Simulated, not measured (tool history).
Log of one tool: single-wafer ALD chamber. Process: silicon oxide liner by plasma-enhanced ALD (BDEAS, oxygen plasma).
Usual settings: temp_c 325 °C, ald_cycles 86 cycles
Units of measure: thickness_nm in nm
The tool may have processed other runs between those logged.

run,hour,temp_c,ald_cycles,"read-back reference wafer on the same gauge, thickness_nm",thickness_nm
1,0.0,325,86,7.774,7.176
2,79.7,325,86,7.772,7.174
3,131.5,325,86,7.759,7.159
4,227.3,325,86,7.773,7.173
5,306.5,325,86,7.752,7.166
6,347.2,331,90,7.753,7.461
7,400.4,320,86,7.753,7.185
8,448.0,336,76,7.742,6.223
9,543.0,336,76,7.740,6.204
10,579.3,325,86,7.740,7.134
11,683.8,325,86,7.718,7.082
12,792.7,325,86,7.718,7.135
13,881.7,325,86,7.713,7.119
14,920.9,325,86,7.699,7.126
15,981.3,318,72,7.699,6.014
16,1053.9,318,72,7.691,6.000
17,1106.9,318,72,7.691,5.981
18,1208.7,325,86,7.680,7.119
19,1273.7,325,93,7.678,7.655
20,1338.0,325,93,7.678,7.651
21,1409.7,325,81,7.657,6.653
22,1471.4,325,86,7.663,7.083
23,1535.6,314,77,7.664,6.408
24,1574.3,337,76,7.657,6.160
# hour 1601.7: thermocouple changed; heater temperature recalibrated
25,1687.8,331,78,7.648,6.349
26,1760.1,325,86,7.643,7.069
27,1811.0,325,98,7.645,8.029
28,1852.6,339,91,7.632,7.306
29,1906.4,319,103,7.632,8.505
# hour 1966.0: gauge calibrated
30,2014.1,311,99,7.796,8.435
31,2059.8,331,78,7.795,6.478
32,2165.8,311,99,7.788,8.409
33,2261.5,325,86,7.768,7.140
34,2348.1,332,86,7.771,7.096
35,2411.6,313,102,7.770,8.625
36,2464.8,325,86,7.756,7.137
37,2506.8,325,78,7.748,6.479
38,2570.2,337,91,7.762,7.444
39,2621.5,310,101,7.747,8.569
40,2716.0,325,82,7.745,6.801
41,2815.6,335,73,7.727,5.965
42,2920.0,312,74,7.713,6.230
43,2963.2,325,86,7.719,7.140
44,3058.7,325,86,7.718,7.127

Run-by-run hidden state of the tool:
wafer temperature above the value expected at the setpoint (K): 0 on each run
H1: gauge reads high (%)
run,H1
1,-0.299
2,-0.377
3,-0.428
4,-0.522
5,-0.599
6,-0.639
7,-0.691
8,-0.738
9,-0.831
10,-0.866
11,-0.969
12,-1.08
13,-1.16
14,-1.2
15,-1.26
16,-1.33
17,-1.38
18,-1.48
19,-1.55
20,-1.61
21,-1.68
22,-1.74
23,-1.8
24,-1.84
25,-1.95
26,-2.02
27,-2.07
28,-2.11
29,-2.17
30,-0.0726
31,-0.117
32,-0.221
33,-0.315
34,-0.4
35,-0.462
36,-0.514
37,-0.555
38,-0.617
39,-0.668
40,-0.76
41,-0.858
42,-0.96
43,-1
44,-1.1

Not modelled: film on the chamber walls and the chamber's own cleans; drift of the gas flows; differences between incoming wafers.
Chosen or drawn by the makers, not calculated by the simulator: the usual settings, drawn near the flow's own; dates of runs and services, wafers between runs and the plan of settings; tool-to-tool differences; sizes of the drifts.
